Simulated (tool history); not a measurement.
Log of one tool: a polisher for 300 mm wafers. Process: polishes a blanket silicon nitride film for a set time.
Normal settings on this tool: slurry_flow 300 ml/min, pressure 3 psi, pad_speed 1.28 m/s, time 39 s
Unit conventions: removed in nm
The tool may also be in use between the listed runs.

run,hour,slurry_flow,pressure,pad_speed,time,"incoming thickness of the incoming film, nm",removed
1,0,240,3,0.94,39,427.8,43
2,10.6,240,3,0.94,39,425.5,43.9
# hour 18.1: worn pad replaced by a new one
3,19.6,300,3,1.28,39,438.7,58.7
4,31.3,300,3,1.28,39,430,58.2
5,38.8,300,3,1.28,39,426.9,57.1
6,49.8,300,2.6,1.28,39,437.2,52.8
7,72.1,300,2.6,1.28,39,425.2,52.2
# hour 85.7: slurry nozzle cleaned
8,87.1,300,2.6,1.28,39,432.9,51.1
9,95.8,300,3.3,1.02,39,429.9,50
# hour 132.5: worn pad replaced by a new one
# hour 136.3: head pressure recalibrated
10,140.1,240,3,0.94,39,435.3,44.7
11,148.4,300,3,1.28,39,426.1,58.1
12,164,300,3.9,1.28,39,429.2,69
13,193.3,385,3.5,1.42,39,432,69
14,202.9,300,3,0.9,39,435.9,43.6
15,214.9,380,2.3,1.66,49,434.1,74.2
16,232.5,300,3,1.02,39,428.5,45.9
# hour 238.8: worn pad replaced by a new one
17,245.3,300,4,0.94,39,428.4,56.2
18,257.5,370,2.1,1.28,50,424.1,59.8

Alternative continuations, all from the tool just after run 18; predict every row:
A,257.9,300,3,1.28,39,429.9,?
B,257.9,250,3,1.56,39,429.9,?
C,257.9,300,3,1.28,34,429.9,?
D,257.9,220,3.4,1,32,429.9,?
E,257.9,325,3,1.28,39,429.9,?

run,removed
A,58.4
B,67.4
C,50.9
D,42.5
E,58.6
With the hidden condition removed and each run's random variation left untouched, the same runs would have given:
run,removed
A,59.2
B,68.3
C,51.6
D,43.1
E,59.4
